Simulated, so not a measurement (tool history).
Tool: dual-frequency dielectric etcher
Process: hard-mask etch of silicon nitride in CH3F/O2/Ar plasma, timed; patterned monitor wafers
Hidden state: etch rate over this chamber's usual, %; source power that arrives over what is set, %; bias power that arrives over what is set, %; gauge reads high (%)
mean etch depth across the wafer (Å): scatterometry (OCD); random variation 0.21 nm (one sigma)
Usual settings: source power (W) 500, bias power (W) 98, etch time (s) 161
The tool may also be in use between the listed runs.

run,hour,source power (W),bias power (W),etch time (s),wafers since the last listed run,hours since the last wet clean,hours since the last source power generator calibration,hours since the last bias power generator calibration,hours since the last upper electrode change,hours since the gauge calibration,"read-back reference wafer on the same gauge, depth_nm",mean etch depth across the wafer (Å)
1,0,500,98,161,0,301.1,2066.3,4870.2,4879.8,367.7,112,1360
2,15.6,500,98,161,118,316.7,2081.9,4885.8,4895.4,383.3,112,1364
# hour 27.8: source power generator calibrated
3,29.6,500,98,161,76,330.7,1.8,4899.8,4909.4,397.3,111.9,1394
# hour 36.2: bias power generator calibrated
4,56.7,500,98,161,175,357.8,28.9,20.5,4936.5,424.4,112,1395
5,73.7,500,98,161,129,374.8,45.9,37.5,4953.5,441.4,112.1,1392
6,84.2,500,98,161,79,385.3,56.4,48,4964,451.9,112,1394
7,91.7,560,98,161,57,392.8,63.9,55.5,4971.5,459.4,112,1451
8,103.6,500,98,161,90,404.7,75.8,67.4,4983.4,471.3,112,1395
# hour 113.2: gauge calibrated
9,116.4,500,98,161,97,417.5,88.6,80.2,4996.2,3.2,112,1392
# hour 151.1: upper electrode replaced
10,151.6,500,98,161,85,452.7,123.8,115.4,0.5,38.4,111.9,1394
11,152,500,109,136.5,3,453.1,124.2,115.8,0.9,38.8,112.1,1236
12,171.1,380,82,189.5,145,472.2,143.3,134.9,20,57.9,112,1373
13,188.2,500,98,126.5,130,489.3,160.4,152,37.1,75,112,1095
14,201.6,500,98,161,102,502.7,173.8,165.4,50.5,88.4,112,1389
# hour 234.4: wet clean of the chamber
15,234.9,590,108,173.5,70,0.5,207.1,198.7,83.8,121.7,112,1674
16,235.2,430,80,161,2,0.8,207.4,199,84.1,122,112,1220
17,235.8,500,98,161,4,1.4,208,199.6,84.7,122.6,112,1403
18,248.5,560,104,149,96,14.1,220.7,212.3,97.4,135.3,111.9,1387
19,296.6,500,109,194.5,366,62.2,268.8,260.4,145.5,183.4,112,1775
20,306,500,98,124,71,71.6,278.2,269.8,154.9,192.8,112,1079
21,320.2,550,76,130.5,108,85.8,292.4,284,169.1,207,112,1057
22,326.6,460,117,194,48,92.2,298.8,290.4,175.5,213.4,112,1765
23,336,560,88,124,71,101.6,308.2,299.8,184.9,222.8,112,1075
24,353.8,610,86,129.5,135,119.4,326,317.6,202.7,240.6,111.9,1146
25,361.9,550,118,129,61,127.5,334.1,325.7,210.8,248.7,112,1259
26,370.7,500,98,161,67,136.3,342.9,334.5,219.6,257.5,112,1399
27,377.3,570,75,203,50,142.9,349.5,341.1,226.2,264.1,112,1656
28,391.4,440,98,161,107,157,363.6,355.2,240.3,278.2,112,1334
29,397.8,540,75,188.5,48,163.4,370,361.6,246.7,284.6,112.1,1509
30,404.9,500,91,124.5,54,170.5,377.1,368.7,253.8,291.7,112,1049
31,421,500,98,161,122,186.6,393.2,384.8,269.9,307.8,112,1399

Forecast each of these 3 alternatives for the next run:
A,421.5,500,98,143,3,187.1,393.7,385.3,270.4,308.3,?,?
B,421.5,500,77,161,3,187.1,393.7,385.3,270.4,308.3,?,?
C,421.5,560,89,206.5,3,187.1,393.7,385.3,270.4,308.3,?,?

run,"read-back reference wafer on the same gauge, depth_nm",mean etch depth across the wafer (Å)
A,112,1243
B,112,1265
C,112,1797
Without the tool's hidden state the same runs would have given:
run,mean etch depth across the wafer (Å)
A,1246
B,1268
C,1801

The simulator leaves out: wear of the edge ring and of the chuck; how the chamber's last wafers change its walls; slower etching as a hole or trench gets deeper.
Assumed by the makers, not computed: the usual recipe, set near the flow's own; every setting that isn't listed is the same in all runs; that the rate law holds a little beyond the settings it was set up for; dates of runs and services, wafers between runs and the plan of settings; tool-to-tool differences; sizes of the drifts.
